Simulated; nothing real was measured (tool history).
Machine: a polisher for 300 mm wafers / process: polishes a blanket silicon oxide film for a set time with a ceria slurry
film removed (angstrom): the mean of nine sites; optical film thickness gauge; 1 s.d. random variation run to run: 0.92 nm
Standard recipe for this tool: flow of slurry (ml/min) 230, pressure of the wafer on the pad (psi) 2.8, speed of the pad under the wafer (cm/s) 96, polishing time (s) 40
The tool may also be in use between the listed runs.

run,hour,flow of slurry (ml/min),pressure of the wafer on the pad (psi),speed of the pad under the wafer (cm/s),polishing time (s),"incoming thickness of the incoming film, nm",film removed (angstrom)
1,0.0,230,2.8,96,36,1354.1,1293
# hour 16.8: worn pad replaced by a new one
2,74.8,230,2.8,96,36,1348.3,1276
# hour 113.7: head pressure recalibrated
3,117.7,230,2.8,96,36,1353.5,1355
4,163.0,230,2.8,70,40,1332.3,1080
# hour 210.0: slurry nozzle cleaned
5,269.7,230,2.8,70,40,1325.3,1045
# hour 315.9: worn pad replaced by a new one
6,472.7,230,2.8,96,40,1317.9,1442
7,542.2,230,2.8,96,40,1337.9,1435
# hour 558.8: head pressure recalibrated
# hour 609.3: worn pad replaced by a new one
8,623.8,230,2.8,96,40,1351.7,1472
9,693.7,185,2.8,96,40,1317.5,1443
10,794.2,230,2.8,96,36,1339.8,1302
11,839.8,230,2.8,96,53,1360.7,1915
# hour 857.8: worn pad replaced by a new one
# hour 926.3: head pressure recalibrated
12,929.7,230,2.8,70,40,1360.6,1102
# hour 943.8: slurry nozzle cleaned
13,1027.5,230,2.8,96,34,1334.1,1247
14,1108.9,230,3.2,86,40,1340.1,1431
# hour 1178.7: worn pad replaced by a new one
# hour 1330.1: head pressure recalibrated
15,1335.9,230,2.8,96,40,1319.9,1505
16,1435.5,165,2.8,120,27,1364.8,1193

Here are 5 independent what-if runs from the current tool condition. What would each one return?
A,1435.9,150,2.8,96,40,1322.7,?
B,1435.9,205,2.3,106,53,1322.7,?
C,1435.9,230,3.1,120,40,1322.7,?
D,1435.9,230,3.2,118,53,1322.7,?
E,1435.9,250,3.4,124,52,1322.7,?

run,film removed (angstrom)
A,1431
B,1843
C,2002
D,2676
E,2915
The same runs, with their run-to-run variation unchanged, on a tool lacking any hidden condition would have given:
run,film removed (angstrom)
A,1466
B,1888
C,2051
D,2742
E,2987

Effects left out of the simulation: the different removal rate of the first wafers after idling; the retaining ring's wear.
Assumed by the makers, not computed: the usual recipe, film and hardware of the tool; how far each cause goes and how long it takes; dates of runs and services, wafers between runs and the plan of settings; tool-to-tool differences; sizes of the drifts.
